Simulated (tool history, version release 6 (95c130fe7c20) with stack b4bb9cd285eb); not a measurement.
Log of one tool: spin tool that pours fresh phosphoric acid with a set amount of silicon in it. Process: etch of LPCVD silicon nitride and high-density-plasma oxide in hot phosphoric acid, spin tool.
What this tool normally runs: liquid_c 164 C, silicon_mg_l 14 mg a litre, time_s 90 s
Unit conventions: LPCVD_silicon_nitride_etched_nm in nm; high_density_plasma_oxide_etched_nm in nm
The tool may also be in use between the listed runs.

| run | hour | liquid_c | silicon_mg_l | time_s | read-back film thickness of the LPCVD silicon nitride reference wafer, read on the same gauge (nm) | read-back film thickness of the high-density-plasma oxide reference wafer, read on the same gauge (nm) | LPCVD_silicon_nitride_etched_nm | high_density_plasma_oxide_etched_nm |
|---|---|---|---|---|---|---|---|---|
| 1 | 0 | 162 | 21 | 50 | 100.01 | 90.019 | 4.11 | 0.15 |
| 2 | 27.1 | 163 | 14 | 75 | 99.98 | 89.987 | 6.3 | 0.26 |
| 3 | 81 | 166.5 | 14 | 140 | 99.99 | 89.998 | 13.33 | 0.708 |
| 4 | 150.2 | 162.5 | 23 | 90 | 100.01 | 89.989 | 7.49 | 0.23 |
| 5 | 219.2 | 161 | 10 | 60 | 100.01 | 89.997 | 4.74 | 0.186 |
| 6 | 253.4 | 164 | 14 | 90 | 100 | 89.98 | 7.87 | 0.349 |
|  | 259.8 | dissolved silicon flow meter replaced |
| 7 | 358.8 | 163 | 18 | 50 | 100.01 | 89.98 | 4.19 | 0.16 |
| 8 | 412.4 | 165.5 | 14 | 75 | 100.02 | 89.993 | 6.88 | 0.341 |
| 9 | 482.3 | 164 | 14 | 45 | 99.97 | 89.996 | 3.96 | 0.173 |
|  | 492.4 | thermometer replaced |
| 10 | 523.6 | 162 | 6 | 45 | 100.01 | 90.015 | 3.69 | 0.142 |
|  | 553.5 | heated supply line repaired |
| 11 | 586.3 | 164 | 14 | 90 | 100.01 | 90.002 | 7.76 | 0.372 |
| 12 | 615.8 | 165.5 | 14 | 65 | 100 | 90.037 | 5.92 | 0.286 |

Forecast run 13:
| 13 | 673.7 | 164 | 14 | 90 | ? | ? | ? | ? |

{"run 13": {"read-back film thickness of the LPCVD silicon nitride reference wafer, read on the same gauge (nm)": 100, "read-back film thickness of the high-density-plasma oxide reference wafer, read on the same gauge (nm)": 89.975, "LPCVD_silicon_nitride_etched_nm": 7.85, "high_density_plasma_oxide_etched_nm": 0.39}}
Without the tool's hidden state the same run would have given LPCVD_silicon_nitride_etched_nm 7.85 nm, high_density_plasma_oxide_etched_nm 0.39 nm.

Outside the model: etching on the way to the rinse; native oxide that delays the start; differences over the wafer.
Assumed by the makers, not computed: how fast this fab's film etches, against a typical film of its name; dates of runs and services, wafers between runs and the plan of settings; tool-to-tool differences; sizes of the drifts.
